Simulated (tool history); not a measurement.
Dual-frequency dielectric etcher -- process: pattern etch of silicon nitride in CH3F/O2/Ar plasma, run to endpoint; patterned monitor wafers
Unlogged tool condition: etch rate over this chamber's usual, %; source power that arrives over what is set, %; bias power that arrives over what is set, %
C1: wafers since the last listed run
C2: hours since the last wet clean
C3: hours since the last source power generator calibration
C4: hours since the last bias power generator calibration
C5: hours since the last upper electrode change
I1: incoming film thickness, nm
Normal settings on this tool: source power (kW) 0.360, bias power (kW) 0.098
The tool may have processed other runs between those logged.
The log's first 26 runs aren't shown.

Run 27, hour 707.3: usual settings but source power (kW) 0.290, bias power (kW) 0.111; C1 163; C2 159.0; C3 322.9; C4 129.2; C5 349.0; I1 50.9. Result: endpoint time (s) 68.3.
Run 28, hour 725.6: usual settings but bias power (kW) 0.117; C1 149; C2 177.3; C3 341.2; C4 147.5; C5 367.3; I1 50.2. Result: endpoint time (s) 63.2.
Run 29, hour 745.9: usual settings but bias power (kW) 0.082; C1 166; C2 197.6; C3 361.5; C4 167.8; C5 387.6; I1 50.4. Result: endpoint time (s) 73.9.
Run 30, hour 765.0: usual settings but source power (kW) 0.410, bias power (kW) 0.088; C1 156; C2 216.7; C3 380.6; C4 186.9; C5 406.7; I1 50.5. Result: endpoint time (s) 68.5.
Run 31, hour 779.7: usual settings but source power (kW) 0.290, bias power (kW) 0.084; C1 120; C2 231.4; C3 395.3; C4 201.6; C5 421.4; I1 49.9. Result: endpoint time (s) 77.8.
Run 32, hour 806.0: usual settings but bias power (kW) 0.105; C1 215; C2 257.7; C3 421.6; C4 227.9; C5 447.7; I1 50.3. Result: endpoint time (s) 65.7.
Run 33, hour 820.6: usual settings but source power (kW) 0.450, bias power (kW) 0.090; C1 119; C2 272.3; C3 436.2; C4 242.5; C5 462.3; I1 50.1. Result: endpoint time (s) 65.7.
Run 34, hour 854.7: usual settings but source power (kW) 0.420, bias power (kW) 0.118; C1 279; C2 306.4; C3 470.3; C4 276.6; C5 496.4; I1 49.9. Result: endpoint time (s) 59.3.
Run 35, hour 927.1: usual settings but source power (kW) 0.320, bias power (kW) 0.113; C1 593; C2 378.8; C3 542.7; C4 349.0; C5 568.8; I1 50.8. Result: endpoint time (s) 67.9.

4 options for the next run, each taken on its own from the tool as it stands now. Forecast them:
Run A, hour 927.5: usual settings but bias power (kW) 0.077; C1 3; C2 379.2; C3 543.1; C4 349.4; C5 569.2; I1 50.5. Result: endpoint time (s) ?.
Run B, hour 927.5: usual settings but source power (kW) 0.410, bias power (kW) 0.089; C1 3; C2 379.2; C3 543.1; C4 349.4; C5 569.2; I1 50.5. Result: endpoint time (s) ?.
Run C, hour 927.5: usual settings but source power (kW) 0.400, bias power (kW) 0.109; C1 3; C2 379.2; C3 543.1; C4 349.4; C5 569.2; I1 50.5. Result: endpoint time (s) ?.
Run D, hour 927.5: usual settings but bias power (kW) 0.119; C1 3; C2 379.2; C3 543.1; C4 349.4; C5 569.2; I1 50.5. Result: endpoint time (s) ?.

run  endpoint time (s)
  A               77.7
  B               69.9
  C               64.4
  D               64.0
The same runs, with their run-to-run variation unchanged, on a tool lacking any hidden condition would have given:
run  endpoint time (s)
  A               73.8
  B               66.4
  C               61.2
  D               60.8

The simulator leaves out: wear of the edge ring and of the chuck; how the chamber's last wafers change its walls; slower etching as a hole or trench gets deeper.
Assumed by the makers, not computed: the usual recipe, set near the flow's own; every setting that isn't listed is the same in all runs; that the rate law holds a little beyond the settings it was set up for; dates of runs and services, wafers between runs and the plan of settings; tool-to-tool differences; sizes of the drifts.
